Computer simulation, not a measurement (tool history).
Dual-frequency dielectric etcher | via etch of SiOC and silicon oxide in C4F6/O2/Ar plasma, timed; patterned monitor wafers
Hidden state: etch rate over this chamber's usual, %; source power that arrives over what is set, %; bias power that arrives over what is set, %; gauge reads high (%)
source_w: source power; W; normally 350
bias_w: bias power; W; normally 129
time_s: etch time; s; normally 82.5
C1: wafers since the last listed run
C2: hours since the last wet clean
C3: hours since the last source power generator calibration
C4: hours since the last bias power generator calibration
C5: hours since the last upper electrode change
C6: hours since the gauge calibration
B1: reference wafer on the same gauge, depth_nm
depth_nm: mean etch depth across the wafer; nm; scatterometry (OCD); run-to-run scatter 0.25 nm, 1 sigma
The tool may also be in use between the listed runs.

run 1 day=0 | source_w=350 bias_w=129 time_s=82.5 | C1=0 C2=0.5 C3=3060.1 C4=3156.3 C5=53.7 C6=2670.1 | B1=75.2 | depth_nm=77.1
-- day=1.308 gauge calibrated
-- day=1.554 source power generator calibrated
run 2 day=3.058 | source_w=350 bias_w=129 time_s=82.5 | C1=683 C2=73.9 C3=36.1 C4=3229.7 C5=127.1 C6=42 | B1=75.2 | depth_nm=75.5
run 3 day=6.046 | source_w=320 bias_w=129 time_s=82.5 | C1=706 C2=145.6 C3=107.8 C4=3301.4 C5=198.8 C6=113.7 | B1=75.3 | depth_nm=73.4
run 4 day=10.329 | source_w=320 bias_w=129 time_s=82.5 | C1=1013 C2=248.4 C3=210.6 C4=3404.2 C5=301.6 C6=216.5 | B1=75.2 | depth_nm=73.5
run 5 day=14.3 | source_w=320 bias_w=129 time_s=82.5 | C1=939 C2=343.7 C3=305.9 C4=3499.5 C5=396.9 C6=311.8 | B1=75.1 | depth_nm=73.3
run 6 day=17.442 | source_w=350 bias_w=129 time_s=82.5 | C1=743 C2=419.1 C3=381.3 C4=3574.9 C5=472.3 C6=387.2 | B1=75.3 | depth_nm=76.8
run 7 day=20.229 | source_w=270 bias_w=129 time_s=90.5 | C1=659 C2=486 C3=448.2 C4=3641.8 C5=539.2 C6=454.1 | B1=75.2 | depth_nm=75
run 8 day=22.938 | source_w=400 bias_w=129 time_s=73.5 | C1=640 C2=551 C3=513.2 C4=3706.8 C5=604.2 C6=519.1 | B1=75.2 | depth_nm=72.3
run 9 day=26.354 | source_w=350 bias_w=100 time_s=82.5 | C1=808 C2=633 C3=595.2 C4=3788.8 C5=686.2 C6=601.1 | B1=75.2 | depth_nm=73.2
-- day=28.171 bias power generator calibrated
run 10 day=30.2 | source_w=440 bias_w=159 time_s=98.5 | C1=870 C2=725.3 C3=687.5 C4=48.7 C5=778.5 C6=693.4 | B1=75.3 | depth_nm=105.6
-- day=32.104 wet clean of the chamber
run 11 day=34.442 | source_w=300 bias_w=121 time_s=107 | C1=766 C2=56.1 C3=789.3 C4=150.5 C5=880.3 C6=795.2 | B1=75.2 | depth_nm=91.9
run 12 day=38.708 | source_w=350 bias_w=129 time_s=65.5 | C1=1009 C2=158.5 C3=891.7 C4=252.9 C5=982.7 C6=897.6 | B1=75.2 | depth_nm=61.2
run 13 day=41.488 | source_w=350 bias_w=106 time_s=82.5 | C1=657 C2=225.2 C3=958.4 C4=319.6 C5=1049.4 C6=964.3 | B1=75 | depth_nm=74.2
run 14 day=45.192 | source_w=380 bias_w=129 time_s=82.5 | C1=876 C2=314.1 C3=1047.3 C4=408.5 C5=1138.3 C6=1053.2 | B1=75.2 | depth_nm=79.4
run 15 day=49.204 | source_w=300 bias_w=138 time_s=61.5 | C1=948 C2=410.4 C3=1143.6 C4=504.8 C5=1234.6 C6=1149.5 | B1=75.2 | depth_nm=54.4
run 16 day=53 | source_w=350 bias_w=129 time_s=82.5 | C1=897 C2=501.5 C3=1234.7 C4=595.9 C5=1325.7 C6=1240.6 | B1=75.2 | depth_nm=77
run 17 day=56.254 | source_w=350 bias_w=153 time_s=59.5 | C1=769 C2=579.6 C3=1312.8 C4=674 C5=1403.8 C6=1318.7 | B1=75.2 | depth_nm=57.5
-- day=57.375 wet clean of the chamber
run 18 day=58.292 | source_w=300 bias_w=129 time_s=82.5 | C1=245 C2=22 C3=1361.7 C4=722.9 C5=1452.7 C6=1367.6 | B1=75.2 | depth_nm=72.5
run 19 day=61.325 | source_w=350 bias_w=129 time_s=82.5 | C1=717 C2=94.8 C3=1434.5 C4=795.7 C5=1525.5 C6=1440.4 | B1=75.2 | depth_nm=77
run 20 day=65.462 | source_w=390 bias_w=129 time_s=82.5 | C1=978 C2=194.1 C3=1533.8 C4=895 C5=1624.8 C6=1539.7 | B1=75.3 | depth_nm=81
run 21 day=69.208 | source_w=280 bias_w=115 time_s=66 | C1=885 C2=284 C3=1623.7 C4=984.9 C5=1714.7 C6=1629.6 | B1=75.2 | depth_nm=54.9
run 22 day=72.562 | source_w=410 bias_w=110 time_s=96.5 | C1=793 C2=364.5 C3=1704.2 C4=1065.4 C5=1795.2 C6=1710.1 | B1=75.1 | depth_nm=94.4
run 23 day=76.692 | source_w=420 bias_w=154 time_s=82.5 | C1=976 C2=463.6 C3=1803.3 C4=1164.5 C5=1894.3 C6=1809.2 | B1=75.2 | depth_nm=86.8
run 24 day=80.042 | source_w=300 bias_w=121 time_s=107 | C1=792 C2=544 C3=1883.7 C4=1244.9 C5=1974.7 C6=1889.6 | B1=75.1 | depth_nm=92.4
-- day=82.367 wet clean of the chamber
run 25 day=83.408 | source_w=390 bias_w=147 time_s=82.5 | C1=559 C2=25 C3=1964.5 C4=1325.7 C5=2055.5 C6=1970.4 | B1=75.1 | depth_nm=83.4
run 26 day=85.85 | source_w=290 bias_w=138 time_s=82.5 | C1=577 C2=83.6 C3=2023.1 C4=1384.3 C5=2114.1 C6=2029 | B1=75.2 | depth_nm=72
run 27 day=88.042 | source_w=380 bias_w=147 time_s=107.5 | C1=518 C2=136.2 C3=2075.7 C4=1436.9 C5=2166.7 C6=2081.6 | B1=75.2 | depth_nm=107.7
run 28 day=90.292 | source_w=320 bias_w=156 time_s=71 | C1=532 C2=190.2 C3=2129.7 C4=1490.9 C5=2220.7 C6=2135.6 | B1=75.1 | depth_nm=66.6
run 29 day=92.15 | source_w=350 bias_w=129 time_s=82.5 | C1=439 C2=234.8 C3=2174.3 C4=1535.5 C5=2265.3 C6=2180.2 | B1=75.3 | depth_nm=77.4

Consider 5 possible next runs. They are alternatives, not a sequence: every one starts from the tool as it was left by run 29. What does each give?
run A day=92.167 | source_w=350 bias_w=129 time_s=82.5 | C1=3 C2=235.2 C3=2174.7 C4=1535.9 C5=2265.7 C6=2180.6 | B1=? | depth_nm=?
run B day=92.167 | source_w=430 bias_w=118 time_s=82.5 | C1=3 C2=235.2 C3=2174.7 C4=1535.9 C5=2265.7 C6=2180.6 | B1=? | depth_nm=?
run C day=92.167 | source_w=410 bias_w=129 time_s=82.5 | C1=3 C2=235.2 C3=2174.7 C4=1535.9 C5=2265.7 C6=2180.6 | B1=? | depth_nm=?
run D day=92.167 | source_w=350 bias_w=158 time_s=82.5 | C1=3 C2=235.2 C3=2174.7 C4=1535.9 C5=2265.7 C6=2180.6 | B1=? | depth_nm=?
run E day=92.167 | source_w=350 bias_w=148 time_s=82.5 | C1=3 C2=235.2 C3=2174.7 C4=1535.9 C5=2265.7 C6=2180.6 | B1=? | depth_nm=?

run=A B1=75.3 depth_nm=77.4
run=B B1=75.3 depth_nm=83.2
run=C B1=75.3 depth_nm=82.9
run=D B1=75.3 depth_nm=80.8
run=E B1=75.3 depth_nm=79.7
With no hidden state in the tool, these same runs would have given:
run=A depth_nm=75.8
run=B depth_nm=81.4
run=C depth_nm=81.2
run=D depth_nm=79.2
run=E depth_nm=78
